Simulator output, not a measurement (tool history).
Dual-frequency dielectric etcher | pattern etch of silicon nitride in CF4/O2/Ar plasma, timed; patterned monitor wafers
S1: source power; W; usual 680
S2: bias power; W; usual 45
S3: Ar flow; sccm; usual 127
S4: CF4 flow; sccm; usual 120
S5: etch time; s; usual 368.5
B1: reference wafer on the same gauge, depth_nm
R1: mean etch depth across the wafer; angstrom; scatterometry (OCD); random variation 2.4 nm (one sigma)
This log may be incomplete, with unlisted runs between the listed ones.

{"run": 1, "hour": 0.0, "S1": 680, "S2": 45, "S3": 127, "S4": 120, "S5": 368.5, "B1": 1047.6, "R1": 8864}
{"run": 2, "hour": 53.7, "S1": 680, "S2": 45, "S3": 127, "S4": 120, "S5": 368.5, "B1": 1045.7, "R1": 8843}
{"run": 3, "hour": 154.6, "S1": 680, "S2": 45, "S3": 127, "S4": 120, "S5": 368.5, "B1": 1045.0, "R1": 8807}
{"run": 4, "hour": 229.2, "S1": 680, "S2": 36, "S3": 127, "S4": 120, "S5": 368.5, "B1": 1046.2, "R1": 8312}
{"hour": 339.3, "done": "wet clean of the chamber"}
{"run": 5, "hour": 339.8, "S1": 680, "S2": 36, "S3": 127, "S4": 120, "S5": 368.5, "B1": 1046.2, "R1": 8285}
{"run": 6, "hour": 407.3, "S1": 680, "S2": 36, "S3": 127, "S4": 120, "S5": 368.5, "B1": 1045.0, "R1": 8361}
{"run": 7, "hour": 483.3, "S1": 680, "S2": 45, "S3": 127, "S4": 120, "S5": 368.5, "B1": 1044.1, "R1": 8814}
{"hour": 760.1, "done": "source power generator calibrated"}
{"run": 8, "hour": 802.7, "S1": 680, "S2": 45, "S3": 127, "S4": 120, "S5": 368.5, "B1": 1044.2, "R1": 8827}
{"hour": 813.5, "done": "gauge calibrated"}
{"run": 9, "hour": 910.1, "S1": 680, "S2": 45, "S3": 127, "S4": 120, "S5": 368.5, "B1": 1059.5, "R1": 8949}
{"hour": 940.1, "done": "wet clean of the chamber"}
{"run": 10, "hour": 954.1, "S1": 680, "S2": 45, "S3": 145, "S4": 120, "S5": 419.0, "B1": 1058.9, "R1": 9903}
{"hour": 960.4, "done": "Ar flow controller replaced"}
{"run": 11, "hour": 1050.7, "S1": 680, "S2": 45, "S3": 127, "S4": 120, "S5": 435.0, "B1": 1056.2, "R1": 10540}
{"run": 12, "hour": 1125.5, "S1": 680, "S2": 45, "S3": 127, "S4": 120, "S5": 368.5, "B1": 1052.9, "R1": 8915}
{"run": 13, "hour": 1219.3, "S1": 680, "S2": 54, "S3": 114, "S4": 143, "S5": 368.5, "B1": 1051.3, "R1": 9694}
{"hour": 1228.3, "done": "CF4 flow controller replaced"}
{"hour": 1230.6, "done": "bias power generator calibrated"}
{"run": 14, "hour": 1256.5, "S1": 730, "S2": 45, "S3": 127, "S4": 120, "S5": 368.5, "B1": 1051.2, "R1": 9520}
{"hour": 1313.8, "done": "upper electrode replaced"}
{"run": 15, "hour": 1357.3, "S1": 560, "S2": 49, "S3": 127, "S4": 95, "S5": 368.5, "B1": 1048.4, "R1": 7317}
{"run": 16, "hour": 1433.4, "S1": 680, "S2": 45, "S3": 127, "S4": 120, "S5": 297.5, "B1": 1047.8, "R1": 7153}
{"run": 17, "hour": 1481.4, "S1": 730, "S2": 45, "S3": 127, "S4": 130, "S5": 368.5, "B1": 1049.0, "R1": 9520}
{"hour": 1506.1, "done": "wet clean of the chamber"}
{"run": 18, "hour": 1534.6, "S1": 820, "S2": 41, "S3": 155, "S4": 120, "S5": 441.5, "B1": 1046.8, "R1": 11849}
{"run": 19, "hour": 1595.2, "S1": 680, "S2": 45, "S3": 127, "S4": 120, "S5": 368.5, "B1": 1045.9, "R1": 8818}
{"run": 20, "hour": 1666.1, "S1": 680, "S2": 55, "S3": 143, "S4": 97, "S5": 314.5, "B1": 1046.0, "R1": 7589}
{"run": 21, "hour": 1758.9, "S1": 680, "S2": 39, "S3": 127, "S4": 120, "S5": 323.0, "B1": 1044.4, "R1": 7453}

Consider 4 possible next runs. They are alternatives, not a sequence: every one starts from the tool as it was left by run 21. What does each give?
{"run": "A", "hour": 1759.4, "S1": 680, "S2": 45, "S3": 127, "S4": 120, "S5": 368.5, "B1": "?", "R1": "?"}
{"run": "B", "hour": 1759.4, "S1": 680, "S2": 45, "S3": 139, "S4": 120, "S5": 368.5, "B1": "?", "R1": "?"}
{"run": "C", "hour": 1759.4, "S1": 570, "S2": 45, "S3": 127, "S4": 120, "S5": 368.5, "B1": "?", "R1": "?"}
{"run": "D", "hour": 1759.4, "S1": 680, "S2": 35, "S3": 127, "S4": 120, "S5": 368.5, "B1": "?", "R1": "?"}

run=A B1=1045.5 R1=8795
run=B B1=1045.5 R1=8646
run=C B1=1045.5 R1=7417
run=D B1=1045.5 R1=8232
Without the tool's unlogged condition, the same runs would have read:
run=A R1=8968
run=B R1=8816
run=C R1=7563
run=D R1=8394

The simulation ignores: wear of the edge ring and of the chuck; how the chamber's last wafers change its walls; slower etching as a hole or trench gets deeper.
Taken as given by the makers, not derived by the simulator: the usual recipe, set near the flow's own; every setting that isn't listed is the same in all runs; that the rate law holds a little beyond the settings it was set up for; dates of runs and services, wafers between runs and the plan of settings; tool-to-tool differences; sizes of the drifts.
